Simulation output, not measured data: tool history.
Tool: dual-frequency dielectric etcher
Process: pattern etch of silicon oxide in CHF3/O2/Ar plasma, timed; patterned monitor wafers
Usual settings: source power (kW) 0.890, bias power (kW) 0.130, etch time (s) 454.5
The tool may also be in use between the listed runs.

run	hour	source power (kW)	bias power (kW)	etch time (s)	wafers since the last listed run	hours since the last wet clean	hours since the last source power generator calibration	hours since the last bias power generator calibration	hours since the last upper electrode change	hours since the gauge calibration	read-back reference wafer on the same gauge, depth_nm	mean etch depth across the wafer (nm)
1	0.0	0.890	0.130	375.5	0	398.6	1974.3	2331.0	2293.4	326.2	1150.4	824.2
2	85.5	0.890	0.130	375.5	361	484.1	2059.8	2416.5	2378.9	411.7	1150.2	823.7
# hour 117.9: wet clean of the chamber
3	132.9	0.890	0.130	375.5	98	15.0	2107.2	2463.9	2426.3	459.1	1150.6	825.1
4	223.1	0.890	0.130	454.5	381	105.2	2197.4	2554.1	2516.5	549.3	1149.7	997.1
5	323.7	0.890	0.130	454.5	425	205.8	2298.0	2654.7	2617.1	649.9	1150.3	993.9
# hour 497.8: bias power generator calibrated
# hour 602.5: wet clean of the chamber
6	603.0	0.890	0.130	454.5	1062	0.5	2577.3	105.2	2896.4	929.2	1150.9	997.4
7	668.8	0.890	0.130	454.5	278	66.3	2643.1	171.0	2962.2	995.0	1149.3	1005.1
8	727.2	0.890	0.130	454.5	246	124.7	2701.5	229.4	3020.6	1053.4	1150.1	998.9
# hour 782.7: source power generator calibrated
# hour 834.4: upper electrode replaced
9	834.9	0.890	0.130	454.5	336	232.4	52.2	337.1	0.5	1161.1	1150.2	985.7
# hour 875.9: gauge calibrated
10	893.0	1.030	0.130	526.5	245	290.5	110.3	395.2	58.6	17.1	1149.8	1186.7
11	980.6	0.950	0.107	403.5	370	378.1	197.9	482.8	146.2	104.7	1150.5	823.0
# hour 1035.5: wet clean of the chamber
12	1042.5	0.890	0.130	454.5	160	7.0	259.8	544.7	208.1	166.6	1149.9	984.9
13	1107.4	0.770	0.130	361.0	274	71.9	324.7	609.6	273.0	231.5	1150.5	755.0
14	1155.1	0.890	0.118	331.5	201	119.6	372.4	657.3	320.7	279.2	1150.6	693.0
15	1253.6	0.820	0.105	330.0	416	218.1	470.9	755.8	419.2	377.7	1149.9	641.6
16	1319.1	0.720	0.161	574.0	276	283.6	536.4	821.3	484.7	443.2	1149.8	1292.4
17	1407.6	0.960	0.130	543.5	374	372.1	624.9	909.8	573.2	531.7	1150.1	1207.6
18	1500.3	0.890	0.099	502.0	391	464.8	717.6	1002.5	665.9	624.4	1149.9	974.8

4 ways to go on from here, each from the tool as it stands after run 18. What would each give?
A	1500.8	0.890	0.109	454.5	2	465.3	718.1	1003.0	666.4	624.9	?	?
B	1500.8	0.960	0.130	328.5	2	465.3	718.1	1003.0	666.4	624.9	?	?
C	1500.8	0.710	0.117	571.0	2	465.3	718.1	1003.0	666.4	624.9	?	?
D	1500.8	0.710	0.161	414.5	2	465.3	718.1	1003.0	666.4	624.9	?	?

run	read-back reference wafer on the same gauge, depth_nm	mean etch depth across the wafer (nm)
A	1150.3	918.8
B	1150.3	730.1
C	1150.3	1122.2
D	1150.3	933.0
Without the tool's hidden state the same runs would have given:
run	mean etch depth across the wafer (nm)
A	916.2
B	728.1
C	1119.0
D	930.4
